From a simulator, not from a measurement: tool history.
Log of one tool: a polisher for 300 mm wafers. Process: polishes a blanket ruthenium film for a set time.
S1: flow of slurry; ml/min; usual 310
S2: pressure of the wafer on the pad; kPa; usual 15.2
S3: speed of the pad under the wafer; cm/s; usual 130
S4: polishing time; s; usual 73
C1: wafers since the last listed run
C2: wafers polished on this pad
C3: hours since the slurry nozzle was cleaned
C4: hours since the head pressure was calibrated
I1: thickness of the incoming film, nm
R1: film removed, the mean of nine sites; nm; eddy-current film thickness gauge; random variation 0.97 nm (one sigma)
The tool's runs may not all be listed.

run   hour   S1    S2   S3  S4   C1    C2     C3     C4     I1     R1
  1      0  310  15.2  130  73    0   450  255.5  311.1  356.2   96.2
  2   63.3  310  15.2  130  73  423   874  318.8  374.4    357   95.6
  3  101.7  310  15.2   96  73  256  1131  357.2  412.8  361.9   72.3
  4  131.9  310  15.2  130  73  202  1333  387.4    443  364.2   92.8
     148.4  -- head pressure recalibrated
     183.8  -- worn pad replaced by a new one
  5  185.8  280  15.2  120  73  320    13  441.3   37.4    356   93.9
  6  230.7  280  15.2  120  73  300   314  486.2   82.3  356.7   94.3
  7    264  310  15.2  130  73  222   536  519.5  115.6    361    101
  8  289.3  310  15.2  130  73  169   706  544.8  140.9  357.8  101.2
  9  380.4  310  15.2  130  73  609  1315  635.9    232  361.7   98.9
 10  407.1  310  15.2  118  73  178  1494  662.6  258.7    361   89.2
 11  443.1  310  15.2  118  73  240  1735  698.6  294.7  358.8   90.3
     455.7  -- worn pad replaced by a new one
 12  492.6  310  15.2  118  73  304   247  748.1  344.2  359.7   87.8
     515.4  -- slurry nozzle cleaned
 13  522.1  310  15.2  130  92  190   437    6.7  373.7  363.5  120.1
 14  562.5  310  15.2  130  92  270   708   47.1  414.1  359.1  119.6
 15  587.6  310  17.9  130  97  167   876   72.2  439.2  359.8  149.4
     622.9  -- head pressure recalibrated
 16  649.6  310    20  106  73  401  1277  134.2   26.7  364.9  130.2
 17  708.1  310  15.2  130  73  391  1669  192.7   85.2  357.5    115
     744.1  -- worn pad replaced by a new one
 18  774.7  310  15.2  130  73  418   204  259.3  151.8  356.4  111.7
 19  810.2  310  15.2  130  73  237   442  294.8  187.3    352  112.7
 20  839.9  310  15.2  130  73  198   641  324.5    217  363.7  112.5
 21  890.2  310  15.2  110  65  336   977  374.8  267.3  361.2     85
       896  -- head pressure recalibrated, repeated, since the last time left the tool worse
 22  923.8  255  10.3  100  50  211  1189  408.4   27.8  363.1   37.6
 23  959.7  240   9.7  152  54  240  1429  444.3   63.7  360.2   54.4

Run 24 comes next. What will it give?
 24  1010.6  310  15.2  172  73  340  1770  495.2  114.6  364   ?

Run 24 gave R1 131.7 nm.
Without the tool's hidden state the same run would have given R1 134.2 nm.
